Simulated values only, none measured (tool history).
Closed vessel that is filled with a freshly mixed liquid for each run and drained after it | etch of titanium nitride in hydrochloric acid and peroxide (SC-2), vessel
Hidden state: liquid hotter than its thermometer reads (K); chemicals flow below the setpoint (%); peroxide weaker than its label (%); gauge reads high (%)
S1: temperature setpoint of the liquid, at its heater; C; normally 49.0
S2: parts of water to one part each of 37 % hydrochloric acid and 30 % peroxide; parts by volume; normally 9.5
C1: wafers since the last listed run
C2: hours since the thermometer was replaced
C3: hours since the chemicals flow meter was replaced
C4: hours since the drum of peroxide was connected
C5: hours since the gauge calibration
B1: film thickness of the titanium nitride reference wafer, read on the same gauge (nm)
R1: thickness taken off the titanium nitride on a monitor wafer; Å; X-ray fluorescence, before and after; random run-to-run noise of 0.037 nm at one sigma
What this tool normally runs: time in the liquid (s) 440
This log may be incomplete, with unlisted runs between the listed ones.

{"run": 1, "hour": 0.0, "S1": 49.0, "S2": 9.5, "time in the liquid (s)": 440, "C1": 0, "C2": 661.4, "C3": 852.6, "C4": 678.0, "C5": 400.2, "B1": 147.78, "R1": 87.4}
{"run": 2, "hour": 25.3, "S1": 49.0, "S2": 9.5, "time in the liquid (s)": 440, "C1": 1240, "C2": 686.7, "C3": 877.9, "C4": 703.3, "C5": 425.5, "B1": 147.64, "R1": 87.3}
{"run": 3, "hour": 46.6, "S1": 49.0, "S2": 9.5, "time in the liquid (s)": 440, "C1": 1044, "C2": 708.0, "C3": 899.2, "C4": 724.6, "C5": 446.8, "B1": 147.5, "R1": 86.7}
{"run": 4, "hour": 68.8, "S1": 49.0, "S2": 9.5, "time in the liquid (s)": 440, "C1": 1088, "C2": 730.2, "C3": 921.4, "C4": 746.8, "C5": 469.0, "B1": 147.39, "R1": 86.3}
{"run": 5, "hour": 92.4, "S1": 49.0, "S2": 9.5, "time in the liquid (s)": 440, "C1": 1157, "C2": 753.8, "C3": 945.0, "C4": 770.4, "C5": 492.6, "B1": 147.27, "R1": 86.6}
{"run": 6, "hour": 107.0, "S1": 49.0, "S2": 9.5, "time in the liquid (s)": 440, "C1": 716, "C2": 768.4, "C3": 959.6, "C4": 785.0, "C5": 507.2, "B1": 147.13, "R1": 86.7}
{"run": 7, "hour": 138.6, "S1": 49.0, "S2": 9.5, "time in the liquid (s)": 440, "C1": 1549, "C2": 800.0, "C3": 991.2, "C4": 816.6, "C5": 538.8, "B1": 146.96, "R1": 86.2}
{"run": 8, "hour": 159.5, "S1": 49.0, "S2": 9.5, "time in the liquid (s)": 440, "C1": 1025, "C2": 820.9, "C3": 1012.1, "C4": 837.5, "C5": 559.7, "B1": 146.81, "R1": 86.1}
{"hour": 182.7, "done": "gauge calibrated"}
{"hour": 237.6, "done": "thermometer replaced"}
{"run": 9, "hour": 240.7, "S1": 49.0, "S2": 9.5, "time in the liquid (s)": 440, "C1": 3933, "C2": 3.1, "C3": 1093.3, "C4": 918.7, "C5": 58.0, "B1": 149.62, "R1": 88.5}
{"run": 10, "hour": 288.3, "S1": 41.0, "S2": 7.5, "time in the liquid (s)": 180, "C1": 2334, "C2": 50.7, "C3": 1140.9, "C4": 966.3, "C5": 105.6, "B1": 149.34, "R1": 25.1}
{"hour": 296.8, "done": "new drum of peroxide connected"}
{"run": 11, "hour": 308.3, "S1": 40.5, "S2": 8.0, "time in the liquid (s)": 620, "C1": 931, "C2": 70.7, "C3": 1160.9, "C4": 11.5, "C5": 125.6, "B1": 149.2, "R1": 78.3}
{"hour": 310.7, "done": "chemicals flow meter replaced"}
{"run": 12, "hour": 334.8, "S1": 49.0, "S2": 9.5, "time in the liquid (s)": 265, "C1": 1250, "C2": 97.2, "C3": 24.1, "C4": 38.0, "C5": 152.1, "B1": 149.05, "R1": 52.9}
{"run": 13, "hour": 355.5, "S1": 49.0, "S2": 9.5, "time in the liquid (s)": 440, "C1": 1015, "C2": 117.9, "C3": 44.8, "C4": 58.7, "C5": 172.8, "B1": 148.92, "R1": 87.5}
{"run": 14, "hour": 414.9, "S1": 56.5, "S2": 6.5, "time in the liquid (s)": 255, "C1": 2913, "C2": 177.3, "C3": 104.2, "C4": 118.1, "C5": 232.2, "B1": 148.55, "R1": 111.4}
{"run": 15, "hour": 449.5, "S1": 43.0, "S2": 9.5, "time in the liquid (s)": 555, "C1": 1697, "C2": 211.9, "C3": 138.8, "C4": 152.7, "C5": 266.8, "B1": 148.38, "R1": 72.7}
{"run": 16, "hour": 477.5, "S1": 45.0, "S2": 12.5, "time in the liquid (s)": 440, "C1": 1373, "C2": 239.9, "C3": 166.8, "C4": 180.7, "C5": 294.8, "B1": 148.21, "R1": 52.3}
{"run": 17, "hour": 496.2, "S1": 49.0, "S2": 9.5, "time in the liquid (s)": 440, "C1": 917, "C2": 258.6, "C3": 185.5, "C4": 199.4, "C5": 313.5, "B1": 148.04, "R1": 86.9}
{"run": 18, "hour": 514.2, "S1": 52.0, "S2": 11.0, "time in the liquid (s)": 440, "C1": 882, "C2": 276.6, "C3": 203.5, "C4": 217.4, "C5": 331.5, "B1": 147.95, "R1": 94.1}
{"run": 19, "hour": 547.1, "S1": 49.0, "S2": 5.5, "time in the liquid (s)": 525, "C1": 1613, "C2": 309.5, "C3": 236.4, "C4": 250.3, "C5": 364.4, "B1": 147.78, "R1": 159.3}

Below are 5 alternative next runs, each starting from the tool's condition after run 19. Predict each:
{"run": "A", "hour": 547.9, "S1": 49.0, "S2": 14.0, "time in the liquid (s)": 440, "C1": 39, "C2": 310.3, "C3": 237.2, "C4": 251.1, "C5": 365.2, "B1": "?", "R1": "?"}
{"run": "B", "hour": 547.9, "S1": 42.0, "S2": 8.0, "time in the liquid (s)": 640, "C1": 39, "C2": 310.3, "C3": 237.2, "C4": 251.1, "C5": 365.2, "B1": "?", "R1": "?"}
{"run": "C", "hour": 547.9, "S1": 53.5, "S2": 5.0, "time in the liquid (s)": 595, "C1": 39, "C2": 310.3, "C3": 237.2, "C4": 251.1, "C5": 365.2, "B1": "?", "R1": "?"}
{"run": "D", "hour": 547.9, "S1": 49.0, "S2": 13.5, "time in the liquid (s)": 440, "C1": 39, "C2": 310.3, "C3": 237.2, "C4": 251.1, "C5": 365.2, "B1": "?", "R1": "?"}
{"run": "E", "hour": 547.9, "S1": 49.0, "S2": 12.5, "time in the liquid (s)": 440, "C1": 39, "C2": 310.3, "C3": 237.2, "C4": 251.1, "C5": 365.2, "B1": "?", "R1": "?"}

run=A B1=147.76 R1=62.7
run=B B1=147.76 R1=90.3
run=C B1=147.76 R1=261.1
run=D B1=147.76 R1=64.8
run=E B1=147.76 R1=69.2
Take away the tool's hidden state, keep each run's random variation, and the runs would have read:
run=A R1=63.7
run=B R1=91.7
run=C R1=265.1
run=D R1=65.7
run=E R1=70.3
